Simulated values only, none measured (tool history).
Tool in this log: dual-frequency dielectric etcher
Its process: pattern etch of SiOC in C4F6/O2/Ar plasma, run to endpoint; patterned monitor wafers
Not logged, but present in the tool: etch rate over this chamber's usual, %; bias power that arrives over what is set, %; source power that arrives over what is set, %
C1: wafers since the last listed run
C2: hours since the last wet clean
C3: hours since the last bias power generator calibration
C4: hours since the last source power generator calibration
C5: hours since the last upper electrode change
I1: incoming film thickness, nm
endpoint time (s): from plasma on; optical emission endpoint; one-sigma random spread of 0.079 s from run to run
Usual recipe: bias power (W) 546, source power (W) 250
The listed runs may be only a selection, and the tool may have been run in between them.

{"run": 1, "hour": 0.0, "bias power (W)": 581, "source power (W)": 250, "C1": 0, "C2": 200.4, "C3": 1314.3, "C4": 1881.4, "C5": 839.1, "I1": 47.56, "endpoint time (s)": 18}
{"run": 2, "hour": 66.4, "bias power (W)": 546, "source power (W)": 250, "C1": 1029, "C2": 266.8, "C3": 1380.7, "C4": 1947.8, "C5": 905.5, "I1": 48.17, "endpoint time (s)": 18.7}
{"run": 3, "hour": 140.2, "bias power (W)": 546, "source power (W)": 250, "C1": 1144, "C2": 340.6, "C3": 1454.5, "C4": 2021.6, "C5": 979.3, "I1": 47.06, "endpoint time (s)": 18.3}
{"run": 4, "hour": 204.7, "bias power (W)": 546, "source power (W)": 250, "C1": 1000, "C2": 405.1, "C3": 1519, "C4": 2086.1, "C5": 1043.8, "I1": 47.22, "endpoint time (s)": 18.5}
{"run": 5, "hour": 293.1, "bias power (W)": 640, "source power (W)": 250, "C1": 1370, "C2": 493.5, "C3": 1607.4, "C4": 2174.5, "C5": 1132.2, "I1": 47.46, "endpoint time (s)": 17.7}
{"run": 6, "hour": 349.0, "bias power (W)": 640, "source power (W)": 250, "C1": 866, "C2": 549.4, "C3": 1663.3, "C4": 2230.4, "C5": 1188.1, "I1": 48.27, "endpoint time (s)": 18.2}
{"hour": 377.8, "done": "wet clean of the chamber"}
{"run": 7, "hour": 422.7, "bias power (W)": 546, "source power (W)": 250, "C1": 770, "C2": 44.9, "C3": 1737, "C4": 2304.1, "C5": 1261.8, "I1": 47.27, "endpoint time (s)": 17.9}
{"run": 8, "hour": 642.1, "bias power (W)": 546, "source power (W)": 250, "C1": 3401, "C2": 264.3, "C3": 1956.4, "C4": 2523.5, "C5": 1481.2, "I1": 47.93, "endpoint time (s)": 18.6}
{"run": 9, "hour": 680.4, "bias power (W)": 546, "source power (W)": 200, "C1": 593, "C2": 302.6, "C3": 1994.7, "C4": 2561.8, "C5": 1519.5, "I1": 47.62, "endpoint time (s)": 19.5}
{"run": 10, "hour": 778.3, "bias power (W)": 546, "source power (W)": 200, "C1": 1517, "C2": 400.5, "C3": 2092.6, "C4": 2659.7, "C5": 1617.4, "I1": 47.76, "endpoint time (s)": 19.8}
{"run": 11, "hour": 843.7, "bias power (W)": 546, "source power (W)": 250, "C1": 1013, "C2": 465.9, "C3": 2158, "C4": 2725.1, "C5": 1682.8, "I1": 47.87, "endpoint time (s)": 18.8}
{"run": 12, "hour": 893.8, "bias power (W)": 546, "source power (W)": 250, "C1": 776, "C2": 516, "C3": 2208.1, "C4": 2775.2, "C5": 1732.9, "I1": 48.13, "endpoint time (s)": 18.8}
{"run": 13, "hour": 940.4, "bias power (W)": 546, "source power (W)": 250, "C1": 722, "C2": 562.6, "C3": 2254.7, "C4": 2821.8, "C5": 1779.5, "I1": 47.81, "endpoint time (s)": 18.7}
{"run": 14, "hour": 982.6, "bias power (W)": 546, "source power (W)": 250, "C1": 654, "C2": 604.8, "C3": 2296.9, "C4": 2864, "C5": 1821.7, "I1": 47.75, "endpoint time (s)": 18.8}
{"hour": 1016.7, "done": "wet clean of the chamber"}
{"run": 15, "hour": 1090.5, "bias power (W)": 546, "source power (W)": 250, "C1": 1300, "C2": 73.8, "C3": 2404.8, "C4": 2971.9, "C5": 1929.6, "I1": 48.17, "endpoint time (s)": 18.3}
{"run": 16, "hour": 1148.2, "bias power (W)": 429, "source power (W)": 270, "C1": 894, "C2": 131.5, "C3": 2462.5, "C4": 3029.6, "C5": 1987.3, "I1": 48.15, "endpoint time (s)": 19.4}
{"run": 17, "hour": 1226.7, "bias power (W)": 500, "source power (W)": 300, "C1": 1217, "C2": 210, "C3": 2541, "C4": 3108.1, "C5": 2065.8, "I1": 47.77, "endpoint time (s)": 17.9}
{"run": 18, "hour": 1276.4, "bias power (W)": 546, "source power (W)": 250, "C1": 770, "C2": 259.7, "C3": 2590.7, "C4": 3157.8, "C5": 2115.5, "I1": 47.97, "endpoint time (s)": 18.5}
{"run": 19, "hour": 1345.7, "bias power (W)": 506, "source power (W)": 220, "C1": 1074, "C2": 329, "C3": 2660, "C4": 3227.1, "C5": 2184.8, "I1": 48.42, "endpoint time (s)": 19.8}
{"run": 20, "hour": 1400.8, "bias power (W)": 587, "source power (W)": 290, "C1": 854, "C2": 384.1, "C3": 2715.1, "C4": 3282.2, "C5": 2239.9, "I1": 47.99, "endpoint time (s)": 17.4}
{"run": 21, "hour": 1562.5, "bias power (W)": 628, "source power (W)": 200, "C1": 2507, "C2": 545.8, "C3": 2876.8, "C4": 3443.9, "C5": 2401.6, "I1": 47.91, "endpoint time (s)": 19}
{"hour": 1661.1, "done": "wet clean of the chamber"}
{"run": 22, "hour": 1661.6, "bias power (W)": 456, "source power (W)": 220, "C1": 1164, "C2": 0.5, "C3": 2975.9, "C4": 3543, "C5": 2500.7, "I1": 47.4, "endpoint time (s)": 19.8}
{"hour": 1695.3, "done": "bias power generator calibrated"}
{"run": 23, "hour": 1708.4, "bias power (W)": 546, "source power (W)": 250, "C1": 663, "C2": 47.3, "C3": 13.1, "C4": 3589.8, "C5": 2547.5, "I1": 47.78, "endpoint time (s)": 18.3}
{"run": 24, "hour": 1785.7, "bias power (W)": 463, "source power (W)": 200, "C1": 1198, "C2": 124.6, "C3": 90.4, "C4": 3667.1, "C5": 2624.8, "I1": 47.52, "endpoint time (s)": 20.5}
{"hour": 1842.5, "done": "upper electrode replaced, of another model than before"}
{"run": 25, "hour": 1843.0, "bias power (W)": 429, "source power (W)": 270, "C1": 516, "C2": 181.9, "C3": 147.7, "C4": 3724.4, "C5": 0.5, "I1": 47.86, "endpoint time (s)": 19.9}
{"run": 26, "hour": 1925.0, "bias power (W)": 509, "source power (W)": 270, "C1": 1271, "C2": 263.9, "C3": 229.7, "C4": 3806.4, "C5": 82.5, "I1": 47.04, "endpoint time (s)": 18.1}
{"run": 27, "hour": 1996.0, "bias power (W)": 597, "source power (W)": 210, "C1": 1100, "C2": 334.9, "C3": 300.7, "C4": 3877.4, "C5": 153.5, "I1": 47.11, "endpoint time (s)": 19}
{"hour": 2070.5, "done": "source power generator calibrated"}
{"run": 28, "hour": 2087.1, "bias power (W)": 474, "source power (W)": 290, "C1": 1350, "C2": 426, "C3": 391.8, "C4": 16.6, "C5": 244.6, "I1": 47.97, "endpoint time (s)": 18.9}
{"run": 29, "hour": 2176.8, "bias power (W)": 655, "source power (W)": 270, "C1": 1390, "C2": 515.7, "C3": 481.5, "C4": 106.3, "C5": 334.3, "I1": 47.72, "endpoint time (s)": 16.8}
{"hour": 2205.4, "done": "wet clean of the chamber"}
{"run": 30, "hour": 2227.7, "bias power (W)": 546, "source power (W)": 250, "C1": 417, "C2": 22.3, "C3": 532.4, "C4": 157.2, "C5": 385.2, "I1": 47.45, "endpoint time (s)": 18.2}
{"run": 31, "hour": 2321.7, "bias power (W)": 546, "source power (W)": 270, "C1": 1457, "C2": 116.3, "C3": 626.4, "C4": 251.2, "C5": 479.2, "I1": 47.51, "endpoint time (s)": 17.7}
{"run": 32, "hour": 2428.9, "bias power (W)": 437, "source power (W)": 270, "C1": 1662, "C2": 223.5, "C3": 733.6, "C4": 358.4, "C5": 586.4, "I1": 47.62, "endpoint time (s)": 20}
{"run": 33, "hour": 2481.0, "bias power (W)": 474, "source power (W)": 290, "C1": 807, "C2": 275.6, "C3": 785.7, "C4": 410.5, "C5": 638.5, "I1": 47.69, "endpoint time (s)": 18.6}
{"run": 34, "hour": 2565.9, "bias power (W)": 546, "source power (W)": 250, "C1": 1316, "C2": 360.5, "C3": 870.6, "C4": 495.4, "C5": 723.4, "I1": 47.61, "endpoint time (s)": 18.7}
{"run": 35, "hour": 2629.4, "bias power (W)": 586, "source power (W)": 230, "C1": 984, "C2": 424, "C3": 934.1, "C4": 558.9, "C5": 786.9, "I1": 47.58, "endpoint time (s)": 18.8}
{"run": 36, "hour": 2707.1, "bias power (W)": 474, "source power (W)": 290, "C1": 1204, "C2": 501.7, "C3": 1011.8, "C4": 636.6, "C5": 864.6, "I1": 47.61, "endpoint time (s)": 18.8}

How the hidden state differs across the entries between the runs, from the last listed run before each to the first after it:
Between runs 6 and 7: wet clean of the chamber (hour 377.8)
  etch rate over this chamber's usual, %: -4.21 -> 0.0633
  difference, measured minus the result without the unlogged condition, endpoint time (s): +0.8 -> +0
Between runs 14 and 15: wet clean of the chamber (hour 1016.7)
  etch rate over this chamber's usual, %: -3.97 -> -0.106
  difference, measured minus the result without the unlogged condition, endpoint time (s): +0.7 -> +0
Between runs 21 and 22: wet clean of the chamber (hour 1661.1)
  etch rate over this chamber's usual, %: -3.51 -> -0.225
  difference, measured minus the result without the unlogged condition, endpoint time (s): +0.7 -> +0.1
Between runs 22 and 23: bias power generator calibrated (hour 1695.3)
  etch rate over this chamber's usual, %: -0.225 -> -0.563
  difference, measured minus the result without the unlogged condition, endpoint time (s): +0.1 -> +0.1
Between runs 24 and 25: upper electrode replaced, of another model than before (hour 1842.5)
  etch rate over this chamber's usual, %: -1.12 -> -1.53
  difference, measured minus the result without the unlogged condition, endpoint time (s): +0.2 -> +0.3
Between runs 27 and 28: source power generator calibrated (hour 2070.5)
  etch rate over this chamber's usual, %: -2.63 -> -3.29
  difference, measured minus the result without the unlogged condition, endpoint time (s): +0.5 -> +0.6
Between runs 29 and 30: wet clean of the chamber (hour 2205.4)
  etch rate over this chamber's usual, %: -3.94 -> -0.848
  difference, measured minus the result without the unlogged condition, endpoint time (s): +0.7 -> +0.2

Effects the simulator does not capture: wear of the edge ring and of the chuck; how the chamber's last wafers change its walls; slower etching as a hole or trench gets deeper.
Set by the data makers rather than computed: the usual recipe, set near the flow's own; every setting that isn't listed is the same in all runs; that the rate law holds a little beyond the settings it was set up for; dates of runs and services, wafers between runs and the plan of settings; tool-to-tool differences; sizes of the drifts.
